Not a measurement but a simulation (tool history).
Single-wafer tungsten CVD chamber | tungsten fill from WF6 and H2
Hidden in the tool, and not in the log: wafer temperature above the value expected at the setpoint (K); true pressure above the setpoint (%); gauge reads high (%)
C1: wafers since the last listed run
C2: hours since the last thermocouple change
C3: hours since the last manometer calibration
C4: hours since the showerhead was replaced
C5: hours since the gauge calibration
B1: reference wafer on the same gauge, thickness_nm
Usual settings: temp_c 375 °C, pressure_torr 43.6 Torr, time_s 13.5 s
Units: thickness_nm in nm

run 1 hour=0.0 | temp_c=375 pressure_torr=43.6 time_s=13.5 | C1=0 C2=1191.1 C3=46.4 C4=6835.7 C5=781.7 | B1=28.393 | thickness_nm=29.709
run 2 hour=193.7 | temp_c=375 pressure_torr=43.6 time_s=13.5 | C1=3625 C2=1384.8 C3=240.1 C4=7029.4 C5=975.4 | B1=28.383 | thickness_nm=29.699
run 3 hour=232.8 | temp_c=375 pressure_torr=43.6 time_s=13.5 | C1=731 C2=1423.9 C3=279.2 C4=7068.5 C5=1014.5 | B1=28.427 | thickness_nm=29.941
run 4 hour=293.8 | temp_c=375 pressure_torr=43.6 time_s=13.5 | C1=1141 C2=1484.9 C3=340.2 C4=7129.5 C5=1075.5 | B1=28.386 | thickness_nm=29.938
run 5 hour=335.5 | temp_c=375 pressure_torr=43.6 time_s=13.5 | C1=780 C2=1526.6 C3=381.9 C4=7171.2 C5=1117.2 | B1=28.398 | thickness_nm=30.227
run 6 hour=508.3 | temp_c=375 pressure_torr=43.6 time_s=13.5 | C1=3234 C2=1699.4 C3=554.7 C4=7344.0 C5=1290.0 | B1=28.421 | thickness_nm=30.157
run 7 hour=568.1 | temp_c=375 pressure_torr=43.6 time_s=13.5 | C1=1119 C2=1759.2 C3=614.5 C4=7403.8 C5=1349.8 | B1=28.424 | thickness_nm=30.337
-- hour=632.4 gauge calibrated
run 8 hour=771.0 | temp_c=375 pressure_torr=43.6 time_s=13.5 | C1=3797 C2=1962.1 C3=817.4 C4=7606.7 C5=138.6 | B1=28.372 | thickness_nm=30.442
run 9 hour=820.2 | temp_c=375 pressure_torr=43.6 time_s=13.5 | C1=920 C2=2011.3 C3=866.6 C4=7655.9 C5=187.8 | B1=28.413 | thickness_nm=30.565
run 10 hour=866.0 | temp_c=375 pressure_torr=43.6 time_s=13.5 | C1=857 C2=2057.1 C3=912.4 C4=7701.7 C5=233.6 | B1=28.408 | thickness_nm=30.850
run 11 hour=927.8 | temp_c=375 pressure_torr=43.6 time_s=13.5 | C1=1156 C2=2118.9 C3=974.2 C4=7763.5 C5=295.4 | B1=28.417 | thickness_nm=31.202
-- hour=955.3 capacitance manometer re-zeroed and calibrated
run 12 hour=990.8 | temp_c=360 pressure_torr=51.7 time_s=12.4 | C1=1029 C2=2181.9 C3=35.5 C4=7826.5 C5=358.4 | B1=28.410 | thickness_nm=22.078
run 13 hour=1054.9 | temp_c=375 pressure_torr=43.6 time_s=13.5 | C1=1199 C2=2246.0 C3=99.6 C4=7890.6 C5=422.5 | B1=28.417 | thickness_nm=29.815
run 14 hour=1123.5 | temp_c=369 pressure_torr=43.6 time_s=14.9 | C1=1284 C2=2314.6 C3=168.2 C4=7959.2 C5=491.1 | B1=28.403 | thickness_nm=29.566
run 15 hour=1183.4 | temp_c=367 pressure_torr=35.4 time_s=12.0 | C1=1121 C2=2374.5 C3=228.1 C4=8019.1 C5=551.0 | B1=28.414 | thickness_nm=20.701
-- hour=1221.7 showerhead replaced, of another model than before
-- hour=1226.9 thermocouple changed; heater temperature recalibrated
run 16 hour=1232.3 | temp_c=375 pressure_torr=43.6 time_s=13.5 | C1=669 C2=5.4 C3=277.0 C4=10.6 C5=599.9 | B1=28.392 | thickness_nm=30.088
run 17 hour=1292.9 | temp_c=365 pressure_torr=51.6 time_s=16.0 | C1=1134 C2=66.0 C3=337.6 C4=71.2 C5=660.5 | B1=28.416 | thickness_nm=30.976
run 18 hour=1342.4 | temp_c=371 pressure_torr=39.7 time_s=13.5 | C1=926 C2=115.5 C3=387.1 C4=120.7 C5=710.0 | B1=28.398 | thickness_nm=27.231
run 19 hour=1400.4 | temp_c=384 pressure_torr=34.9 time_s=14.9 | C1=1085 C2=173.5 C3=445.1 C4=178.7 C5=768.0 | B1=28.415 | thickness_nm=36.676
run 20 hour=1431.1 | temp_c=369 pressure_torr=43.6 time_s=15.1 | C1=574 C2=204.2 C3=475.8 C4=209.4 C5=798.7 | B1=28.412 | thickness_nm=30.214
run 21 hour=1493.1 | temp_c=375 pressure_torr=43.6 time_s=13.5 | C1=1160 C2=266.2 C3=537.8 C4=271.4 C5=860.7 | B1=28.342 | thickness_nm=30.194
run 22 hour=1551.5 | temp_c=368 pressure_torr=49.4 time_s=14.4 | C1=1093 C2=324.6 C3=596.2 C4=329.8 C5=919.1 | B1=28.358 | thickness_nm=29.282
run 23 hour=1598.8 | temp_c=361 pressure_torr=43.6 time_s=11.4 | C1=885 C2=371.9 C3=643.5 C4=377.1 C5=966.4 | B1=28.394 | thickness_nm=19.670
run 24 hour=1658.6 | temp_c=375 pressure_torr=33.3 time_s=14.5 | C1=1119 C2=431.7 C3=703.3 C4=436.9 C5=1026.2 | B1=28.406 | thickness_nm=30.070
run 25 hour=1708.4 | temp_c=379 pressure_torr=43.6 time_s=15.6 | C1=932 C2=481.5 C3=753.1 C4=486.7 C5=1076.0 | B1=28.461 | thickness_nm=37.905
-- hour=1724.1 capacitance manometer re-zeroed and calibrated
run 26 hour=1760.9 | temp_c=375 pressure_torr=43.6 time_s=16.1 | C1=832 C2=534.0 C3=36.8 C4=539.2 C5=1128.5 | B1=28.387 | thickness_nm=35.389
run 27 hour=1821.1 | temp_c=375 pressure_torr=37.4 time_s=13.5 | C1=1126 C2=594.2 C3=97.0 C4=599.4 C5=1188.7 | B1=28.420 | thickness_nm=28.578
run 28 hour=1912.6 | temp_c=379 pressure_torr=36.2 time_s=12.0 | C1=1712 C2=685.7 C3=188.5 C4=690.9 C5=1280.2 | B1=28.381 | thickness_nm=26.871
run 29 hour=1951.5 | temp_c=375 pressure_torr=43.6 time_s=13.5 | C1=728 C2=724.6 C3=227.4 C4=729.8 C5=1319.1 | B1=28.412 | thickness_nm=30.008
run 30 hour=1993.5 | temp_c=382 pressure_torr=34.9 time_s=13.5 | C1=786 C2=766.6 C3=269.4 C4=771.8 C5=1361.1 | B1=28.382 | thickness_nm=32.114
run 31 hour=2038.7 | temp_c=375 pressure_torr=43.6 time_s=13.5 | C1=846 C2=811.8 C3=314.6 C4=817.0 C5=1406.3 | B1=28.406 | thickness_nm=29.725
run 32 hour=2095.2 | temp_c=375 pressure_torr=43.6 time_s=13.5 | C1=1057 C2=868.3 C3=371.1 C4=873.5 C5=1462.8 | B1=28.365 | thickness_nm=30.148
run 33 hour=2130.6 | temp_c=361 pressure_torr=48.3 time_s=13.5 | C1=662 C2=903.7 C3=406.5 C4=908.9 C5=1498.2 | B1=28.393 | thickness_nm=23.770

How the hidden state differs across the entries between the runs, from the last listed run before each to the first after it:
Between runs 7 and 8: gauge calibrated (hour 632.4)
  true pressure above the setpoint (%): 5.58 -> 7.38
  measured less the result without the state, thickness_nm: +0.704 -> +0.923 nm
Between runs 11 and 12: capacitance manometer re-zeroed and calibrated (hour 955.3)
  true pressure above the setpoint (%): 8.77 -> -0.0163
  measured less the result without the state, thickness_nm: +1.114 -> -0.002 nm
Between runs 15 and 16: showerhead replaced, of another model than before (hour 1221.7); thermocouple changed; heater temperature recalibrated (hour 1226.9)
  true pressure above the setpoint (%): 1.69 -> 2.13
  measured less the result without the state, thickness_nm: +0.153 -> +0.199 nm
Between runs 25 and 26: capacitance manometer re-zeroed and calibrated (hour 1724.1)
  true pressure above the setpoint (%): 6.35 -> 0.374
  measured less the result without the state, thickness_nm: +0.733 -> +0.042 nm

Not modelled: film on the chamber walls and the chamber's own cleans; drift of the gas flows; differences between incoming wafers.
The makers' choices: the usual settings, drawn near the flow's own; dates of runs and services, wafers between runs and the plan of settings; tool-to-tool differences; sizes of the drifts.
